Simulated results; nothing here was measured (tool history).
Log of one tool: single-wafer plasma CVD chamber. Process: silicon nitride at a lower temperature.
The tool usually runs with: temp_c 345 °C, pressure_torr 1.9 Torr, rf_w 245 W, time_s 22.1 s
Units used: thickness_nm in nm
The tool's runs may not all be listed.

run,hour,temp_c,pressure_torr,rf_w,time_s,wafers since the last listed run,hours since the last thermocouple change,hours since the last RF generator calibration,hours since the last manometer calibration,hours since the showerhead was replaced,hours since the gauge calibration,"read-back reference wafer on the same gauge, thickness_nm",thickness_nm
1,0,345,1.9,245,22.1,0,1795.8,1247.4,2259.9,2451.3,258,19.828,22.847
2,31,345,1.9,245,22.1,621,1826.8,1278.4,2290.9,2482.3,289,19.839,22.929
3,54.7,333,1.9,245,22.1,474,1850.5,1302.1,2314.6,2506,312.7,19.846,23.04
4,78.2,345,1.9,245,22.1,470,1874,1325.6,2338.1,2529.5,336.2,19.88,22.901
5,108.1,345,1.9,245,22.1,599,1903.9,1355.5,2368,2559.4,366.1,19.892,22.979
# hour 109.5: gauge calibrated
6,141,345,1.9,245,22.1,659,1936.8,1388.4,2400.9,2592.3,31.5,19.6,22.572
7,157.6,345,1.9,245,22.1,332,1953.4,1405,2417.5,2608.9,48.1,19.617,22.651
8,188.3,345,1.9,245,22.1,615,1984.1,1435.7,2448.2,2639.6,78.8,19.627,22.704
9,205.1,345,1.9,245,22.1,336,2000.9,1452.5,2465,2656.4,95.6,19.655,22.703
10,220.2,345,1.9,270,22.1,302,2016,1467.6,2480.1,2671.5,110.7,19.658,23.603
11,251.1,345,1.61,245,22.1,619,2046.9,1498.5,2511,2702.4,141.6,19.684,21.674
12,277.7,345,1.61,245,22.1,533,2073.5,1525.1,2537.6,2729,168.2,19.699,21.701
13,303.4,345,1.61,245,22.1,515,2099.2,1550.8,2563.3,2754.7,193.9,19.755,21.751
14,338.4,345,1.9,245,22.1,701,2134.2,1585.8,2598.3,2789.7,228.9,19.785,22.926
# hour 351.4: capacitance manometer re-zeroed and calibrated
15,354,345,1.9,245,22.1,152,2149.8,1601.4,2.6,2805.3,244.5,19.768,22.879
# hour 371.9: RF generator calibrated
# hour 378.2: showerhead replaced
16,378.7,345,1.9,230,22.1,207,2174.5,6.8,27.3,0.5,269.2,19.792,22.349
17,391.9,356,2.11,280,25.6,264,2187.7,20,40.5,13.7,282.4,19.783,28.708
18,412.4,345,1.61,245,22.1,410,2208.2,40.5,61,34.2,302.9,19.816,21.883
19,444.8,359,1.9,205,22.1,649,2240.6,72.9,93.4,66.6,335.3,19.807,21.24
# hour 449.8: gauge calibrated
20,457.4,345,1.73,215,19.1,252,2253.2,85.5,106,79.2,7.6,19.626,18.063
21,470.8,356,1.9,245,22.1,268,2266.6,98.9,119.4,92.6,21,19.66,22.546
# hour 537.1: thermocouple changed; heater temperature recalibrated
22,538,356,1.9,245,22.1,1186,0.9,166.1,186.6,159.8,88.2,19.674,22.661
23,568.7,331,1.78,245,22.1,615,31.6,196.8,217.3,190.5,118.9,19.739,22.64
24,588.8,345,1.52,245,22.1,402,51.7,216.9,237.4,210.6,139,19.732,21.33
25,618.9,345,1.9,245,22.1,603,81.8,247,267.5,240.7,169.1,19.742,22.849
26,652.9,345,1.9,210,24.7,681,115.8,281,301.5,274.7,203.1,19.792,24.054
27,680.8,350,1.76,245,22.1,559,143.7,308.9,329.4,302.6,231,19.811,22.31
28,694.9,345,1.9,245,22.1,282,157.8,323,343.5,316.7,245.1,19.831,22.88

3 ways to go on from here, each from the tool as it stands after run 28. What would each give?
A,695.3,345,1.9,245,22.1,8,158.2,323.4,343.9,317.1,245.5,?,?
B,695.3,345,1.9,245,25.9,8,158.2,323.4,343.9,317.1,245.5,?,?
C,695.3,359,2.03,245,22.1,8,158.2,323.4,343.9,317.1,245.5,?,?

run,"read-back reference wafer on the same gauge, thickness_nm",thickness_nm
A,19.83,22.9
B,19.83,26.828
C,19.83,23.182
What these runs would have given with no unlogged condition in the tool:
run,thickness_nm
A,22.637
B,26.52
C,22.916
